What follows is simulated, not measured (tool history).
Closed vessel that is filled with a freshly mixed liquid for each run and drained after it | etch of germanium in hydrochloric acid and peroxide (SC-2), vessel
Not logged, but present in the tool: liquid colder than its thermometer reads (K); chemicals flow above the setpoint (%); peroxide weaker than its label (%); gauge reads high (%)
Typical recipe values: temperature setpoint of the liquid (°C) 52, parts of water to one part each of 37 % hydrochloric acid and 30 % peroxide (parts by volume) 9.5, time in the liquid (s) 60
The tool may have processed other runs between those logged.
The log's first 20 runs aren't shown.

run	hour	temperature setpoint of the liquid (°C)	parts of water to one part each of 37 % hydrochloric acid and 30 % peroxide (parts by volume)	time in the liquid (s)	wafers since the last listed run	hours since the thermometer was replaced	hours since the chemicals flow meter was replaced	hours since the drum of peroxide was connected	hours since the gauge calibration	read-back film thickness of the germanium reference wafer, read on the same gauge (nm)	thickness taken off the germanium on a monitor wafer (angstrom)
21	888.6	55.5	11	40	8153	85.5	524.3	175	616.4	77.56	1160.3
# hour 913.9: chemicals flow meter replaced
22	916.7	47.5	9.5	60	3777	113.6	2.8	203.1	644.5	77.52	1361.7
23	991.1	59.5	9.5	40	10369	188	77.2	277.5	718.9	77.47	1336.1
24	1029.9	43	11.5	30	5407	226.8	116	316.3	757.7	77.42	577.2
25	1094.5	52	9.5	30	9003	291.4	180.6	380.9	822.3	77.35	770.4
26	1130.7	57.5	13	40	5045	327.6	216.8	417.1	858.5	77.34	1168.2
# hour 1193.4: gauge calibrated
27	1201.4	49.5	9.5	85	9854	398.3	287.5	487.8	8	80.24	2110.9
28	1236.3	52	9.5	60	4864	433.2	322.4	522.7	42.9	79.91	1606.4
29	1294.4	57	9.5	45	8097	491.3	380.5	580.8	101	79.44	1413.3

What will run 30 give?
30	1321.6	52	9.5	60	3791	518.5	407.7	608	128.2	?	?

{"run 30": {"read-back film thickness of the germanium reference wafer, read on the same gauge (nm)": 79.25, "thickness taken off the germanium on a monitor wafer (angstrom)": 1618.1}}
Had the tool carried no hidden state, the very same run would have given thickness taken off the germanium on a monitor wafer (angstrom) 1633.4.
